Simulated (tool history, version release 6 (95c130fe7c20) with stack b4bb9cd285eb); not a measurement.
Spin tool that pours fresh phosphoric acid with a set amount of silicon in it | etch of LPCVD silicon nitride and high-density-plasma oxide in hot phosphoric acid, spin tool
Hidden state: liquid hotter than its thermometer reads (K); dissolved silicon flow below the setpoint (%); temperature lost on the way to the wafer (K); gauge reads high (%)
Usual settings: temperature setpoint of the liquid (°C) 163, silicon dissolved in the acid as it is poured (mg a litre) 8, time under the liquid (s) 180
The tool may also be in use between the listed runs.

run   hour  temperature setpoint of the liquid (°C)  silicon dissolved in the acid as it is poured (mg a litre)  time under the liquid (s)  wafers since the last listed run  hours since the thermometer was replaced  hours since the dissolved silicon flow meter was replaced  hours since the heated supply line was repaired  hours since the gauge calibration  read-back film thickness of the LPCVD silicon nitride reference wafer, read on the same gauge (nm)  read-back film thickness of the high-density-plasma oxide reference wafer, read on the same gauge (nm)  thickness taken off the LPCVD silicon nitride on a monitor wafer (Å)  thickness taken off the high-density-plasma oxide on a monitor wafer (Å)
  1      0                                      163                                                           8                        180                                 0                                     124.4                                                      480.7                                            395.9                              461.9                                                                                                  70                                                                                                  90.007                                                                 182.4                                                                     10.24
  2   33.5                                      163                                                           8                        180                               162                                     157.9                                                      514.2                                            429.4                              495.4                                                                                                  70                                                                                                  89.967                                                                   182                                                                     10.61
  3   81.1                                      163                                                           8                        180                               230                                     205.5                                                      561.8                                              477                                543                                                                                               69.99                                                                                                  90.023                                                                 182.9                                                                     10.27
  4  148.5                                      162                                                           8                        180                               326                                     272.9                                                      629.2                                            544.4                              610.4                                                                                               69.98                                                                                                  89.937                                                                   176                                                                      9.86
  5  218.4                                      162                                                           8                        180                               338                                     342.8                                                      699.1                                            614.3                              680.3                                                                                               69.96                                                                                                  90.049                                                                 177.5                                                                      9.62
     234.4  -- dissolved silicon flow meter replaced
  6  261.7                                      165                                                          10                        180                               204                                     386.1                                                       27.3                                            657.6                              723.6                                                                                               69.98                                                                                                   89.97                                                                 195.9                                                                     11.11
  7  326.5                                      163                                                           8                        250                               313                                     450.9                                                       92.1                                            722.4                              788.4                                                                                               69.98                                                                                                  89.978                                                                 256.4                                                                     15.07
  8  378.8                                      163                                                        12.5                        140                               253                                     503.2                                                      144.4                                            774.7                              840.7                                                                                               70.04                                                                                                  89.983                                                                 143.6                                                                      7.13
  9  442.8                                      161                                                           8                        180                               309                                     567.2                                                      208.4                                            838.7                              904.7                                                                                               70.01                                                                                                  90.013                                                                 174.1                                                                      9.84
 10  507.4                                      161                                                           8                        180                               312                                     631.8                                                        273                                            903.3                              969.3                                                                                               69.95                                                                                                  90.021                                                                 173.6                                                                      9.77
 11  545.9                                      162                                                           8                        235                               186                                     670.3                                                      311.5                                            941.8                             1007.8                                                                                               69.98                                                                                                  90.008                                                                 236.3                                                                      12.7
 12  571.3                                      165                                                          10                        180                               122                                     695.7                                                      336.9                                            967.2                             1033.2                                                                                               70.02                                                                                                  90.012                                                                 198.4                                                                     12.19
     577.2  -- heated supply line repaired
     588.8  -- thermometer replaced
 13  618.8                                      165                                                           8                        180                               220                                        30                                                      384.4                                             41.6                             1080.7                                                                                                  70                                                                                                  90.014                                                                 202.5                                                                     12.18
 14  684.4                                      163                                                           5                        180                               317                                      95.6                                                        450                                            107.2                             1146.3                                                                                                  70                                                                                                  90.058                                                                 191.6                                                                     12.13
 15  722.5                                    164.5                                                         5.5                        150                               184                                     133.7                                                      488.1                                            145.3                             1184.4                                                                                               70.04                                                                                                   89.96                                                                 165.9                                                                      11.2

The next listed run, before its measurement:
     738.2  -- thermometer replaced, repeated, since the last time left the tool worse
 16  787.7                                      163                                                          14                        180                               310                                      49.5                                                      553.3                                            210.5                             1249.6                                                                                                   ?                                                                                                       ?                                                                     ?                                                                         ?

read-back film thickness of the LPCVD silicon nitride reference wafer, read on the same gauge (nm): 70
read-back film thickness of the high-density-plasma oxide reference wafer, read on the same gauge (nm): 90.02
thickness taken off the LPCVD silicon nitride on a monitor wafer (Å): 181.2
thickness taken off the high-density-plasma oxide on a monitor wafer (Å): 8.93
Without the tool's hidden state the same run would have given thickness taken off the LPCVD silicon nitride on a monitor wafer (Å) 180.1, thickness taken off the high-density-plasma oxide on a monitor wafer (Å) 8.82.

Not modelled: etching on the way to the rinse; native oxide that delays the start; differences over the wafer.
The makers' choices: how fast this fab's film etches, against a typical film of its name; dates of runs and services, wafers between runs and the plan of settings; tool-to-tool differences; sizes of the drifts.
